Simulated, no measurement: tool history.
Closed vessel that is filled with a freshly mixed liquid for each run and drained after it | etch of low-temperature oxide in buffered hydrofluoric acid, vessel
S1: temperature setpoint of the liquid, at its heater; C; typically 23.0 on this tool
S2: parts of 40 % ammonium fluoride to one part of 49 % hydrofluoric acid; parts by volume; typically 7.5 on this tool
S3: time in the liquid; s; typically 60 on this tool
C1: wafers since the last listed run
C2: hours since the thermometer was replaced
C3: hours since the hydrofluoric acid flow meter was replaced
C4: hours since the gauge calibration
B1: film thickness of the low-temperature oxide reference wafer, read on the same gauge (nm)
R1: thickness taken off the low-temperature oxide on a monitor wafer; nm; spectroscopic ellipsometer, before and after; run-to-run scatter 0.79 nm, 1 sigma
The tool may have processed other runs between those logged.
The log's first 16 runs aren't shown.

Run 17, hour 759.4: usual settings but S1 26.5 C, S2 10.5 parts by volume, S3 30 s; C1 3561; C2 593.0; C3 1985.8; C4 732.1; B1 130.00. Result: R1 90.77 nm.
Run 18, hour 803.0: usual settings but S2 6.0 parts by volume; C1 4526; C2 636.6; C3 2029.4; C4 775.7; B1 130.04. Result: R1 252.92 nm.
Run 19, hour 835.9: usual settings; C1 3415; C2 669.5; C3 2062.3; C4 808.6; B1 130.03. Result: R1 206.60 nm.
At hour 897.6: hydrofluoric acid flow meter replaced.
Run 20, hour 899.1: usual settings; C1 6457; C2 732.7; C3 1.5; C4 871.8; B1 129.95. Result: R1 197.96 nm.
Run 21, hour 947.4: usual settings but S1 26.0 C, S3 70 s; C1 5014; C2 781.0; C3 49.8; C4 920.1; B1 129.98. Result: R1 272.12 nm.
Run 22, hour 982.0: usual settings but S2 8.5 parts by volume, S3 70 s; C1 3592; C2 815.6; C3 84.4; C4 954.7; B1 130.01. Result: R1 201.08 nm.
Run 23, hour 1027.1: usual settings but S1 20.5 C, S2 10.0 parts by volume, S3 45 s; C1 4682; C2 860.7; C3 129.5; C4 999.8; B1 130.02. Result: R1 99.30 nm.
Run 24, hour 1093.6: usual settings but S1 21.5 C, S2 10.5 parts by volume, S3 90 s; C1 6904; C2 927.2; C3 196.0; C4 1066.3; B1 130.03. Result: R1 200.20 nm.
Run 25, hour 1136.4: usual settings but S1 25.0 C, S3 35 s; C1 4443; C2 970.0; C3 238.8; C4 1109.1; B1 130.03. Result: R1 129.81 nm.
Run 26, hour 1163.1: usual settings; C1 2772; C2 996.7; C3 265.5; C4 1135.8; B1 129.96. Result: R1 199.51 nm.
Run 27, hour 1221.3: usual settings but S1 21.5 C, S2 10.0 parts by volume, S3 40 s; C1 6042; C2 1054.9; C3 323.7; C4 1194.0; B1 130.01. Result: R1 94.12 nm.
Run 28, hour 1268.7: usual settings but S2 10.0 parts by volume; C1 4921; C2 1102.3; C3 371.1; C4 1241.4; B1 129.99. Result: R1 151.53 nm.
Run 29, hour 1306.4: usual settings but S1 19.0 C, S2 5.5 parts by volume, S3 90 s; C1 3914; C2 1140.0; C3 408.8; C4 1279.1; B1 130.00. Result: R1 316.57 nm.
Run 30, hour 1331.0: usual settings; C1 2554; C2 1164.6; C3 433.4; C4 1303.7; B1 130.04. Result: R1 199.69 nm.
Run 31, hour 1355.0: usual settings but S1 25.0 C, S2 9.5 parts by volume, S3 80 s; C1 2491; C2 1188.6; C3 457.4; C4 1327.7; B1 130.06. Result: R1 233.62 nm.

Forecast each of these 5 alternatives for the next run:
Run A, hour 1355.7: usual settings; C1 72; C2 1189.3; C3 458.1; C4 1328.4; B1 ?. Result: R1 ?.
Run B, hour 1355.7: usual settings but S2 5.0 parts by volume; C1 72; C2 1189.3; C3 458.1; C4 1328.4; B1 ?. Result: R1 ?.
Run C, hour 1355.7: usual settings but S1 21.5 C, S3 90 s; C1 72; C2 1189.3; C3 458.1; C4 1328.4; B1 ?. Result: R1 ?.
Run D, hour 1355.7: usual settings but S1 20.5 C, S2 10.5 parts by volume, S3 35 s; C1 72; C2 1189.3; C3 458.1; C4 1328.4; B1 ?. Result: R1 ?.
Run E, hour 1355.7: usual settings but S1 25.5 C, S2 9.5 parts by volume, S3 85 s; C1 72; C2 1189.3; C3 458.1; C4 1328.4; B1 ?. Result: R1 ?.

run      B1      R1
  A  129.99  198.49
  B  129.99  284.57
  C  129.99  274.11
  D  129.99   73.74
  E  129.99  253.93
With the hidden condition removed and each run's random variation left untouched, the same runs would have given:
run      R1
  A  195.43
  B  280.77
  C  269.89
  D   72.71
  E  251.64
